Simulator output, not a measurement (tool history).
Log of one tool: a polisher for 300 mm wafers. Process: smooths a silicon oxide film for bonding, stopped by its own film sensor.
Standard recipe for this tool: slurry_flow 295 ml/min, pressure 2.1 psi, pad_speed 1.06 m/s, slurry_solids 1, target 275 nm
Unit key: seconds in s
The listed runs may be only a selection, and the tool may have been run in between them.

run     day  slurry_flow  pressure  pad_speed  slurry_solids  target  wafers since the last listed run  wafers polished on this pad  hours since the slurry nozzle was cleaned  hours since the head pressure was calibrated  hours since the slurry blender was calibrated  incoming thickness of the incoming film, nm  seconds
  1       0          295       2.4       1.06            0.9     275                                 0                         1021                                       45.4                                          90.5                                          229.8                                        331.1     59.6
  2   2.504          240       2.5       1.06              1     275                               533                         1554                                      105.5                                         150.6                                          289.9                                        329.3     54.3
      3.738  -- slurry blender recalibrated
  3   6.538          295       2.1       1.06              1     275                               841                         2396                                      202.3                                         247.4                                           67.2                                        331.5     59.4
      7.467  -- worn pad replaced by a new one
  4   8.838          295       2.1       1.06              1     275                               454                          292                                      257.5                                         302.6                                          122.4                                        330.3     56.8
  5  12.775          295       2.1       1.06              1     275                               839                         1131                                        352                                         397.1                                          216.9                                          331     60.9
     15.442  -- slurry blender recalibrated
  6  16.083          295       2.1       1.06            0.9     275                               687                         1819                                      431.4                                         476.5                                           15.4                                        334.4     65.2
     18.021  -- worn pad replaced by a new one
  7  19.558          295       2.1       1.06            0.8     275                               705                          327                                      514.8                                         559.9                                           98.8                                        334.1     75.1
  8  23.204          295       2.1       1.06            0.8     275                               777                         1105                                      602.3                                         647.4                                          186.3                                        332.1     77.3
  9  25.729          295       2.1       1.06            0.8     275                               538                         1643                                      662.9                                           708                                          246.9                                          324     67.8
     26.354  -- slurry blender recalibrated
     26.775  -- head pressure recalibrated
 10  27.583          295       2.1       1.06              1     275                               359                         2002                                      707.4                                          19.4                                           29.5                                        330.5     55.5
     29.979  -- worn pad replaced by a new one
 11  30.154          330       2.7        1.2              1     288                               512                           36                                      769.1                                          81.1                                           91.2                                        328.5     30.3
       30.6  -- slurry nozzle cleaned
 12  31.821          230       1.6       1.06           1.15     287                               346                          383                                       29.3                                         121.1                                          131.2                                        329.9     51.5
 13  33.871          295       2.1       1.06            0.8     275                               436                          820                                       78.5                                         170.3                                          180.4                                        328.9     71.3

Expected results for the next run?
 14  37.233          295       2.1       1.32              1     269                               716                         1537                                      159.2                                           251                                          261.1                                        333.3        ?

Run 14 produced seconds 61.5 s.
On a tool with no hidden condition, and with the same random variation, this run would have come out at seconds 54.3 s.
